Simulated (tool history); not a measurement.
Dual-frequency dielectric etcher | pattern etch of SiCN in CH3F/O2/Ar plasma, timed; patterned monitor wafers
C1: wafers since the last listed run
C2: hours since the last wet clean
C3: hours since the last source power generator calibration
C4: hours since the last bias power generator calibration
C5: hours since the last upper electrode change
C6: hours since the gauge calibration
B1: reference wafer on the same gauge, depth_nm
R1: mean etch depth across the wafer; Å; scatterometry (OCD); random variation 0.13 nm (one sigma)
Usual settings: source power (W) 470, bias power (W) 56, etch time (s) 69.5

{"run": 1, "day": 0.0, "source power (W)": 470, "bias power (W)": 56, "etch time (s)": 69.5, "C1": 0, "C2": 215.9, "C3": 2481.2, "C4": 3426.2, "C5": 4856.6, "C6": 523.4, "B1": 28.59, "R1": 254.0}
{"run": 2, "day": 2.45, "source power (W)": 470, "bias power (W)": 56, "etch time (s)": 69.5, "C1": 645, "C2": 274.7, "C3": 2540.0, "C4": 3485.0, "C5": 4915.4, "C6": 582.2, "B1": 28.68, "R1": 253.7}
{"run": 3, "day": 4.242, "source power (W)": 470, "bias power (W)": 56, "etch time (s)": 69.5, "C1": 472, "C2": 317.7, "C3": 2583.0, "C4": 3528.0, "C5": 4958.4, "C6": 625.2, "B1": 28.65, "R1": 254.7}
{"run": 4, "day": 7.112, "source power (W)": 470, "bias power (W)": 56, "etch time (s)": 69.5, "C1": 756, "C2": 386.6, "C3": 2651.9, "C4": 3596.9, "C5": 5027.3, "C6": 694.1, "B1": 28.65, "R1": 256.3}
{"run": 5, "day": 9.712, "source power (W)": 470, "bias power (W)": 56, "etch time (s)": 69.5, "C1": 685, "C2": 449.0, "C3": 2714.3, "C4": 3659.3, "C5": 5089.7, "C6": 756.5, "B1": 28.62, "R1": 255.9}
{"run": 6, "day": 12.121, "source power (W)": 470, "bias power (W)": 56, "etch time (s)": 69.5, "C1": 634, "C2": 506.8, "C3": 2772.1, "C4": 3717.1, "C5": 5147.5, "C6": 814.3, "B1": 28.63, "R1": 256.1}
{"run": 7, "day": 13.162, "source power (W)": 470, "bias power (W)": 56, "etch time (s)": 69.5, "C1": 274, "C2": 531.8, "C3": 2797.1, "C4": 3742.1, "C5": 5172.5, "C6": 839.3, "B1": 28.59, "R1": 256.7}
{"day": 15.012, "done": "wet clean of the chamber"}
{"run": 8, "day": 15.033, "source power (W)": 470, "bias power (W)": 56, "etch time (s)": 81.0, "C1": 229, "C2": 0.5, "C3": 2842.0, "C4": 3787.0, "C5": 5217.4, "C6": 884.2, "B1": 28.6, "R1": 306.5}
{"run": 9, "day": 17.412, "source power (W)": 470, "bias power (W)": 56, "etch time (s)": 69.5, "C1": 627, "C2": 57.6, "C3": 2899.1, "C4": 3844.1, "C5": 5274.5, "C6": 941.3, "B1": 28.59, "R1": 267.4}
{"day": 18.883, "done": "bias power generator calibrated"}
{"run": 10, "day": 20.017, "source power (W)": 470, "bias power (W)": 56, "etch time (s)": 69.5, "C1": 642, "C2": 120.1, "C3": 2961.6, "C4": 27.2, "C5": 5337.0, "C6": 1003.8, "B1": 28.65, "R1": 265.7}
{"run": 11, "day": 21.321, "source power (W)": 470, "bias power (W)": 56, "etch time (s)": 69.5, "C1": 343, "C2": 151.4, "C3": 2992.9, "C4": 58.5, "C5": 5368.3, "C6": 1035.1, "B1": 28.5, "R1": 266.9}
{"day": 23.758, "done": "wet clean of the chamber, repeated, since the last time left the tool worse"}
{"run": 12, "day": 23.779, "source power (W)": 470, "bias power (W)": 56, "etch time (s)": 69.5, "C1": 384, "C2": 0.5, "C3": 3051.9, "C4": 117.5, "C5": 5427.3, "C6": 1094.1, "B1": 28.65, "R1": 251.4}
{"run": 13, "day": 25.833, "source power (W)": 510, "bias power (W)": 47, "etch time (s)": 69.5, "C1": 541, "C2": 49.8, "C3": 3101.2, "C4": 166.8, "C5": 5476.6, "C6": 1143.4, "B1": 28.64, "R1": 247.7}
{"day": 27.108, "done": "gauge calibrated"}
{"run": 14, "day": 27.275, "source power (W)": 470, "bias power (W)": 64, "etch time (s)": 69.5, "C1": 380, "C2": 84.4, "C3": 3135.8, "C4": 201.4, "C5": 5511.2, "C6": 4.0, "B1": 28.62, "R1": 265.1}
{"run": 15, "day": 28.504, "source power (W)": 470, "bias power (W)": 43, "etch time (s)": 58.5, "C1": 324, "C2": 113.9, "C3": 3165.3, "C4": 230.9, "C5": 5540.7, "C6": 33.5, "B1": 28.57, "R1": 197.9}
{"run": 16, "day": 31.438, "source power (W)": 580, "bias power (W)": 49, "etch time (s)": 56.0, "C1": 773, "C2": 184.3, "C3": 3235.7, "C4": 301.3, "C5": 5611.1, "C6": 103.9, "B1": 28.61, "R1": 214.5}
{"run": 17, "day": 33.404, "source power (W)": 470, "bias power (W)": 56, "etch time (s)": 69.5, "C1": 518, "C2": 231.5, "C3": 3282.9, "C4": 348.5, "C5": 5658.3, "C6": 151.1, "B1": 28.56, "R1": 254.2}
{"day": 35.771, "done": "upper electrode replaced"}
{"run": 18, "day": 35.792, "source power (W)": 470, "bias power (W)": 56, "etch time (s)": 69.5, "C1": 365, "C2": 288.8, "C3": 3340.2, "C4": 405.8, "C5": 0.5, "C6": 208.4, "B1": 28.63, "R1": 256.4}
{"day": 37.533, "done": "source power generator calibrated"}
{"run": 19, "day": 37.754, "source power (W)": 470, "bias power (W)": 56, "etch time (s)": 51.5, "C1": 473, "C2": 335.9, "C3": 5.3, "C4": 452.9, "C5": 47.6, "C6": 255.5, "B1": 28.59, "R1": 190.9}
{"run": 20, "day": 39.2, "source power (W)": 430, "bias power (W)": 56, "etch time (s)": 80.0, "C1": 381, "C2": 370.6, "C3": 40.0, "C4": 487.6, "C5": 82.3, "C6": 290.2, "B1": 28.67, "R1": 286.5}
{"run": 21, "day": 40.471, "source power (W)": 500, "bias power (W)": 56, "etch time (s)": 60.5, "C1": 335, "C2": 401.1, "C3": 70.5, "C4": 518.1, "C5": 112.8, "C6": 320.7, "B1": 28.61, "R1": 232.4}
{"run": 22, "day": 41.579, "source power (W)": 540, "bias power (W)": 48, "etch time (s)": 69.5, "C1": 292, "C2": 427.7, "C3": 97.1, "C4": 544.7, "C5": 139.4, "C6": 347.3, "B1": 28.56, "R1": 260.9}
{"run": 23, "day": 43.621, "source power (W)": 470, "bias power (W)": 56, "etch time (s)": 69.5, "C1": 538, "C2": 476.7, "C3": 146.1, "C4": 593.7, "C5": 188.4, "C6": 396.3, "B1": 28.6, "R1": 257.5}
{"day": 44.842, "done": "wet clean of the chamber"}
{"run": 24, "day": 46.35, "source power (W)": 430, "bias power (W)": 56, "etch time (s)": 50.0, "C1": 455, "C2": 36.2, "C3": 211.6, "C4": 659.2, "C5": 253.9, "C6": 461.8, "B1": 28.64, "R1": 177.0}
{"run": 25, "day": 49.1, "source power (W)": 430, "bias power (W)": 45, "etch time (s)": 61.0, "C1": 724, "C2": 102.2, "C3": 277.6, "C4": 725.2, "C5": 319.9, "C6": 527.8, "B1": 28.55, "R1": 199.0}
{"run": 26, "day": 51.117, "source power (W)": 470, "bias power (W)": 56, "etch time (s)": 69.5, "C1": 531, "C2": 150.6, "C3": 326.0, "C4": 773.6, "C5": 368.3, "C6": 576.2, "B1": 28.62, "R1": 252.4}
{"run": 27, "day": 52.179, "source power (W)": 470, "bias power (W)": 45, "etch time (s)": 69.5, "C1": 280, "C2": 176.1, "C3": 351.5, "C4": 799.1, "C5": 393.8, "C6": 601.7, "B1": 28.61, "R1": 237.2}

4 ways to go on from here, each from the tool as it stands after run 27. What would each give?
{"run": "A", "day": 52.196, "source power (W)": 390, "bias power (W)": 56, "etch time (s)": 69.5, "C1": 4, "C2": 176.5, "C3": 351.9, "C4": 799.5, "C5": 394.2, "C6": 602.1, "B1": "?", "R1": "?"}
{"run": "B", "day": 52.196, "source power (W)": 390, "bias power (W)": 64, "etch time (s)": 69.5, "C1": 4, "C2": 176.5, "C3": 351.9, "C4": 799.5, "C5": 394.2, "C6": 602.1, "B1": "?", "R1": "?"}
{"run": "C", "day": 52.196, "source power (W)": 470, "bias power (W)": 61, "etch time (s)": 69.5, "C1": 4, "C2": 176.5, "C3": 351.9, "C4": 799.5, "C5": 394.2, "C6": 602.1, "B1": "?", "R1": "?"}
{"run": "D", "day": 52.196, "source power (W)": 560, "bias power (W)": 62, "etch time (s)": 57.5, "C1": 4, "C2": 176.5, "C3": 351.9, "C4": 799.5, "C5": 394.2, "C6": 602.1, "B1": "?", "R1": "?"}

run=A B1=28.62 R1=236.4
run=B B1=28.62 R1=247.0
run=C B1=28.62 R1=262.8
run=D B1=28.62 R1=235.0
Without the tool's hidden state the same runs would have given:
run=A R1=233.4
run=B R1=243.8
run=C R1=259.5
run=D R1=232.0
